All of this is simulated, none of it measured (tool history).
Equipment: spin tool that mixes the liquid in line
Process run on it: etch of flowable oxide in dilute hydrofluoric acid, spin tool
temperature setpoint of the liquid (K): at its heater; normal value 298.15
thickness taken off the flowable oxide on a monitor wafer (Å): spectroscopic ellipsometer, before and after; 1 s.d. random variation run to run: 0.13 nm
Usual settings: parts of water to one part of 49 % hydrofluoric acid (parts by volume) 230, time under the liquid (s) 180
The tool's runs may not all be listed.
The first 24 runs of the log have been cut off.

run,hour,temperature setpoint of the liquid (K),parts of water to one part of 49 % hydrofluoric acid (parts by volume),time under the liquid (s),wafers since the last listed run,hours since the thermometer was replaced,hours since the hydrofluoric acid flow meter was replaced,hours since the gauge calibration,"read-back film thickness of the flowable oxide reference wafer, read on the same gauge (nm)",thickness taken off the flowable oxide on a monitor wafer (Å)
25,654.2,298.15,170,180,126,155.1,151.1,314.6,69.99,315.0
26,666.6,303.15,175,180,63,167.5,163.5,327.0,69.99,362.7
27,694.7,303.15,230,225,144,195.6,191.6,355.1,69.98,324.0
28,717.3,293.65,265,230,116,218.2,214.2,377.7,70.02,197.9
29,729.9,298.15,230,180,64,230.8,226.8,390.3,70.02,217.1
30,784.9,294.15,195,90,283,285.8,281.8,445.3,69.99,114.8
31,813.9,303.15,175,180,149,314.8,310.8,474.3,70.00,367.6
32,836.3,298.15,155,180,115,337.2,333.2,496.7,70.03,352.3
33,853.2,301.15,155,180,87,354.1,350.1,513.6,69.97,394.8

Alternative continuations, all from the tool just after run 33; predict every row:
A,853.7,298.15,230,180,2,354.6,350.6,514.1,?,?
B,853.7,298.15,340,75,2,354.6,350.6,514.1,?,?
C,853.7,300.15,170,115,2,354.6,350.6,514.1,?,?
D,853.7,301.15,145,115,2,354.6,350.6,514.1,?,?
E,853.7,300.15,230,180,2,354.6,350.6,514.1,?,?

run,"read-back film thickness of the flowable oxide reference wafer, read on the same gauge (nm)",thickness taken off the flowable oxide on a monitor wafer (Å)
A,70.02,219.6
B,70.02,55.3
C,70.02,218.4
D,70.02,273.9
E,70.02,235.6
Stripped of hidden state, with their random variation kept, the same runs would have yielded:
run,thickness taken off the flowable oxide on a monitor wafer (Å)
A,214.6
B,54.1
C,213.4
D,267.6
E,230.4
